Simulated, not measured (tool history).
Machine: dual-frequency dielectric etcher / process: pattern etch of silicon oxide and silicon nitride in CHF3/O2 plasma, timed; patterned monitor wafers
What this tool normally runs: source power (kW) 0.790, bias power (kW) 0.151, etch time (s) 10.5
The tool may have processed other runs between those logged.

| run | hour | source power (kW) | bias power (kW) | etch time (s) | wafers since the last listed run | hours since the last wet clean | hours since the last source power generator calibration | hours since the last bias power generator calibration | hours since the last upper electrode change | hours since the gauge calibration | read-back reference wafer on the same gauge, depth_nm | mean etch depth across the wafer (nm) |
|---|---|---|---|---|---|---|---|---|---|---|---|---|
| 1 | 0.0 | 0.790 | 0.151 | 10.5 | 0 | 121.8 | 1357.3 | 1614.8 | 4493.5 | 2102.1 | 14.01 | 16.57 |
| 2 | 60.4 | 0.790 | 0.151 | 10.5 | 801 | 182.2 | 1417.7 | 1675.2 | 4553.9 | 2162.5 | 14.00 | 16.77 |
| 3 | 86.1 | 0.790 | 0.151 | 10.5 | 341 | 207.9 | 1443.4 | 1700.9 | 4579.6 | 2188.2 | 13.99 | 16.62 |
| 4 | 125.4 | 0.790 | 0.151 | 10.5 | 521 | 247.2 | 1482.7 | 1740.2 | 4618.9 | 2227.5 | 14.01 | 17.00 |
|  | 187.8 | upper electrode replaced, of another model than before |
| 5 | 188.3 | 0.790 | 0.151 | 10.5 | 516 | 310.1 | 1545.6 | 1803.1 | 0.5 | 2290.4 | 13.99 | 16.91 |
| 6 | 223.4 | 0.850 | 0.151 | 10.5 | 465 | 345.2 | 1580.7 | 1838.2 | 35.6 | 2325.5 | 14.01 | 17.36 |
|  | 261.8 | bias power generator calibrated |
| 7 | 303.0 | 0.790 | 0.151 | 10.5 | 1003 | 424.8 | 1660.3 | 41.2 | 115.2 | 2405.1 | 14.00 | 17.05 |
| 8 | 364.5 | 0.690 | 0.151 | 10.5 | 816 | 486.3 | 1721.8 | 102.7 | 176.7 | 2466.6 | 14.00 | 16.30 |
| 9 | 421.8 | 0.640 | 0.151 | 11.5 | 760 | 543.6 | 1779.1 | 160.0 | 234.0 | 2523.9 | 13.98 | 17.45 |
|  | 450.8 | wet clean of the chamber |
| 10 | 453.2 | 0.890 | 0.164 | 10.5 | 98 | 2.4 | 1810.5 | 191.4 | 265.4 | 2555.3 | 14.03 | 18.40 |
| 11 | 514.1 | 0.790 | 0.151 | 8.5 | 808 | 63.3 | 1871.4 | 252.3 | 326.3 | 2616.2 | 14.01 | 13.64 |
|  | 529.8 | gauge calibrated |
| 12 | 548.4 | 0.790 | 0.117 | 10.5 | 455 | 97.6 | 1905.7 | 286.6 | 360.6 | 18.6 | 14.00 | 14.54 |
| 13 | 611.4 | 0.720 | 0.151 | 10.5 | 836 | 160.6 | 1968.7 | 349.6 | 423.6 | 81.6 | 14.00 | 16.30 |
| 14 | 667.2 | 0.790 | 0.151 | 10.5 | 740 | 216.4 | 2024.5 | 405.4 | 479.4 | 137.4 | 13.98 | 16.95 |
| 15 | 728.0 | 0.690 | 0.151 | 10.5 | 807 | 277.2 | 2085.3 | 466.2 | 540.2 | 198.2 | 14.01 | 16.20 |
| 16 | 785.1 | 0.790 | 0.123 | 10.5 | 758 | 334.3 | 2142.4 | 523.3 | 597.3 | 255.3 | 14.01 | 15.27 |
| 17 | 841.9 | 0.690 | 0.151 | 12.0 | 754 | 391.1 | 2199.2 | 580.1 | 654.1 | 312.1 | 14.01 | 18.64 |
| 18 | 909.7 | 0.960 | 0.187 | 10.5 | 900 | 458.9 | 2267.0 | 647.9 | 721.9 | 379.9 | 13.99 | 20.93 |
| 19 | 967.2 | 0.890 | 0.126 | 11.5 | 763 | 516.4 | 2324.5 | 705.4 | 779.4 | 437.4 | 13.98 | 18.23 |
|  | 977.7 | source power generator calibrated |
|  | 999.2 | wet clean of the chamber |
| 20 | 1030.0 | 0.790 | 0.151 | 10.5 | 495 | 30.8 | 52.3 | 768.2 | 842.2 | 500.2 | 14.02 | 16.54 |
| 21 | 1074.1 | 0.970 | 0.151 | 13.5 | 585 | 74.9 | 96.4 | 812.3 | 886.3 | 544.3 | 14.01 | 23.33 |
| 22 | 1133.2 | 0.790 | 0.128 | 10.5 | 784 | 134.0 | 155.5 | 871.4 | 945.4 | 603.4 | 13.99 | 15.31 |
| 23 | 1188.0 | 0.670 | 0.126 | 8.0 | 727 | 188.8 | 210.3 | 926.2 | 1000.2 | 658.2 | 14.01 | 10.83 |
| 24 | 1255.2 | 0.790 | 0.151 | 12.5 | 892 | 256.0 | 277.5 | 993.4 | 1067.4 | 725.4 | 14.00 | 20.22 |
| 25 | 1326.0 | 0.940 | 0.182 | 10.5 | 939 | 326.8 | 348.3 | 1064.2 | 1138.2 | 796.2 | 13.99 | 19.93 |
| 26 | 1359.0 | 0.850 | 0.137 | 13.0 | 438 | 359.8 | 381.3 | 1097.2 | 1171.2 | 829.2 | 13.99 | 20.75 |
| 27 | 1430.0 | 0.790 | 0.151 | 10.5 | 942 | 430.8 | 452.3 | 1168.2 | 1242.2 | 900.2 | 13.99 | 17.29 |
| 28 | 1476.4 | 0.960 | 0.187 | 10.5 | 616 | 477.2 | 498.7 | 1214.6 | 1288.6 | 946.6 | 14.02 | 21.03 |
| 29 | 1522.3 | 0.790 | 0.129 | 13.0 | 609 | 523.1 | 544.6 | 1260.5 | 1334.5 | 992.5 | 14.01 | 19.67 |

Below are 4 alternative next runs, each starting from the tool's condition after run 29. Predict each:
| A | 1522.7 | 0.980 | 0.151 | 10.5 | 5 | 523.5 | 545.0 | 1260.9 | 1334.9 | 992.9 | ? | ? |
| B | 1522.7 | 0.610 | 0.120 | 11.5 | 5 | 523.5 | 545.0 | 1260.9 | 1334.9 | 992.9 | ? | ? |
| C | 1522.7 | 0.730 | 0.135 | 12.0 | 5 | 523.5 | 545.0 | 1260.9 | 1334.9 | 992.9 | ? | ? |
| D | 1522.7 | 0.790 | 0.151 | 7.5 | 5 | 523.5 | 545.0 | 1260.9 | 1334.9 | 992.9 | ? | ? |

| run | read-back reference wafer on the same gauge, depth_nm | mean etch depth across the wafer (nm) |
|---|---|---|
| A | 14.00 | 18.92 |
| B | 14.00 | 15.02 |
| C | 14.00 | 18.07 |
| D | 14.00 | 12.41 |
Without the tool's unlogged condition, the same runs would have read:
| run | mean etch depth across the wafer (nm) |
|---|---|
| A | 17.97 |
| B | 14.27 |
| C | 17.17 |
| D | 11.79 |
